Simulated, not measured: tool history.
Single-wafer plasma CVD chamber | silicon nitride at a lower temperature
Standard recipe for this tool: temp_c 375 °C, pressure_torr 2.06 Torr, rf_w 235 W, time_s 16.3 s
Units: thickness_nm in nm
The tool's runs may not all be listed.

run,hour,temp_c,pressure_torr,rf_w,time_s,"read-back reference wafer on the same gauge, thickness_nm",thickness_nm
1,0,370,2.06,235,18.4,15.809,19.862
2,26.4,375,2.06,235,16.3,15.795,17.542
3,128.4,375,2.06,235,16.3,15.814,17.52
4,160,380,2.06,270,16.3,15.777,19.891
5,365.8,380,2.06,270,16.3,15.797,19.784
6,393.2,380,2.06,270,16.3,15.787,19.814
7,458.4,375,2.06,235,16.3,15.801,17.464
8,486.7,375,2.06,235,16.3,15.777,17.487
9,532.2,375,2.06,235,16.3,15.794,17.416
10,578.5,375,2.06,235,16.3,15.81,17.487
11,641.5,375,2.06,235,16.3,15.791,17.468
12,701.5,365,2.06,235,16.3,15.794,17.75
13,740.2,365,2.06,235,16.3,15.784,17.673
14,793.6,381,2.06,235,16.3,15.803,17.607
15,854.6,381,1.69,215,18.7,15.812,17.033
16,891.3,360,1.57,200,13.4,15.8,11.118
17,917.3,375,2.06,205,13,15.791,12.248
18,966.3,380,2.06,270,16.3,15.798,20.01
19,1010.7,371,1.55,280,14.3,15.799,16.342
20,1047.7,375,2.06,235,16.3,15.814,17.596
21,1081.9,367,2.06,235,16.3,15.789,17.632
22,1153.3,381,1.69,215,18.7,15.807,17.058
23,1182.3,364,2.06,235,18.4,15.8,19.934
24,1248.3,364,2.06,255,16.3,15.802,19.053
25,1277.9,375,1.57,235,16.3,15.799,15.878
26,1320,361,1.67,235,13.6,15.808,13.592
27,1344.9,375,2.06,235,15.4,15.79,16.561
28,1382.1,375,2.06,235,16.3,15.797,17.485
29,1429.7,375,2.06,215,17.7,15.811,17.402

Not shown here: 5 entries made in the log between runs. Locate each between two listed runs and compare the hidden state at the listed run before it with the hidden state at the listed run after it:
Between runs 9 and 10: showerhead replaced (hour 567.2)
  delivered RF power above the setpoint (%): -1.45 -> -1.52
  what was measured, less what the result would be without the hidden state, thickness_nm: -0.249 -> -0.262 nm
Between runs 11 and 12: RF generator calibrated (hour 701)
  delivered RF power above the setpoint (%): -1.61 -> -0.0324
  what was measured, less what the result would be without the hidden state, thickness_nm: -0.277 -> -0.006 nm
Between runs 17 and 18: thermocouple changed; heater temperature recalibrated (hour 932)
  delivered RF power above the setpoint (%): -0.336 -> -0.405
  what was measured, less what the result would be without the hidden state, thickness_nm: -0.042 -> -0.076 nm
Between runs 18 and 19: capacitance manometer re-zeroed and calibrated (hour 987.5); gauge calibrated (hour 994.1)
  delivered RF power above the setpoint (%): -0.405 -> -0.468
  what was measured, less what the result would be without the hidden state, thickness_nm: -0.076 -> -0.071 nm

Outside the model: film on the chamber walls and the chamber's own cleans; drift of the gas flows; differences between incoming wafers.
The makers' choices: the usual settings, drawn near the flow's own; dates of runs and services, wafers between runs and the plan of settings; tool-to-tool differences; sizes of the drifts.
